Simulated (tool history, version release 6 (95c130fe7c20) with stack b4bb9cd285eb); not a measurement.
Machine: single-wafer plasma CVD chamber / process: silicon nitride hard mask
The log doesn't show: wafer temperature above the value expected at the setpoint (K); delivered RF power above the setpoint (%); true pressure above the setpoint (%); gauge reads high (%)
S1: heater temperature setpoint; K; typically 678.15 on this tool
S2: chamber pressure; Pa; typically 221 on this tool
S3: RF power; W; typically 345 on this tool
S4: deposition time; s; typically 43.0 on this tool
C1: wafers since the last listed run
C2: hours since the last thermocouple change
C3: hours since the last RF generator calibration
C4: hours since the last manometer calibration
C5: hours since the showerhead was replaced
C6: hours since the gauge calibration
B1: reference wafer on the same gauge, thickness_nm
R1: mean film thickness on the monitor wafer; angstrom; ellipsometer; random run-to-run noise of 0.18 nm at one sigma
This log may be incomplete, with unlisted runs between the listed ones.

run   hour      S1   S2   S3    S4    C1      C2      C3      C4      C5     C6      B1      R1
  1    0.0  678.15  221  345  43.0     0  1822.4  1861.1  2117.0  6595.5  183.7  43.915  539.01
  2   29.0  678.15  221  345  43.0   506  1851.4  1890.1  2146.0  6624.5  212.7  43.820  537.52
  3   70.6  678.15  221  345  43.0   727  1893.0  1931.7  2187.6  6666.1  254.3  43.763  536.18
  4  117.8  678.15  221  345  43.0   824  1940.2  1978.9  2234.8  6713.3  301.5  43.689  536.50
  5  158.9  678.15  221  345  43.0   718  1981.3  2020.0  2275.9  6754.4  342.6  43.606  534.76
  6  221.8  682.15  221  345  48.3  1099  2044.2  2082.9  2338.8  6817.3  405.5  43.490  597.66
  7  280.0  668.15  221  345  43.0  1017  2102.4  2141.1  2397.0  6875.5  463.7  43.373  536.16
  8  313.5  668.15  221  345  43.0   585  2135.9  2174.6  2430.5  6909.0  497.2  43.358  532.09
     368.6  -- gauge calibrated
  9  376.5  678.15  221  345  43.0  1101  2198.9  2237.6  2493.5  6972.0    7.9  44.178  541.23
     393.8  -- capacitance manometer re-zeroed and calibrated
     407.8  -- thermocouple changed; heater temperature recalibrated
 10  422.6  678.15  264  310  50.0   526    14.8  2283.7    28.8  7018.1   54.0  44.087  619.87
 11  463.7  678.15  169  395  46.8   718    55.9  2324.8    69.9  7059.2   95.1  44.083  585.16
     491.3  -- showerhead replaced
 12  499.1  678.15  221  345  43.0   478    91.3  2360.2   105.3     7.8  130.5  43.905  539.57
 13  546.0  664.15  221  380  48.1   819   138.2  2407.1   152.2    54.7  177.4  43.896  635.28
     566.6  -- RF generator calibrated
 14  583.5  678.15  221  310  45.7   515   175.7    16.9   189.7    92.2  214.9  43.804  541.09
 15  644.0  678.15  172  345  47.8  1057   236.2    77.4   250.2   152.7  275.4  43.678  555.59
 16  686.4  678.15  221  345  43.0   741   278.6   119.8   292.6   195.1  317.8  43.634  534.09
 17  733.5  678.15  221  345  43.0   823   325.7   166.9   339.7   242.2  364.9  43.572  535.41
 18  767.1  678.15  167  345  43.0   587   359.3   200.5   373.3   275.8  398.5  43.439  490.53

Each row is a separate what-if for the run after 18, all from the same tool condition, not one after another. Results?
  A  767.5  678.15  221  365  43.0   6  359.7  200.9  373.7  276.2  398.9   ?   ?
  B  767.5  687.15  221  345  43.0   6  359.7  200.9  373.7  276.2  398.9   ?   ?
  C  767.5  678.15  259  345  43.0   6  359.7  200.9  373.7  276.2  398.9   ?   ?
  D  767.5  664.15  264  395  43.0   6  359.7  200.9  373.7  276.2  398.9   ?   ?

run      B1      R1
  A  43.487  546.32
  B  43.487  528.33
  C  43.487  552.77
  D  43.487  600.58
Take away the tool's hidden state, keep each run's random variation, and the runs would have read:
run      R1
  A  555.22
  B  536.94
  C  561.78
  D  610.36

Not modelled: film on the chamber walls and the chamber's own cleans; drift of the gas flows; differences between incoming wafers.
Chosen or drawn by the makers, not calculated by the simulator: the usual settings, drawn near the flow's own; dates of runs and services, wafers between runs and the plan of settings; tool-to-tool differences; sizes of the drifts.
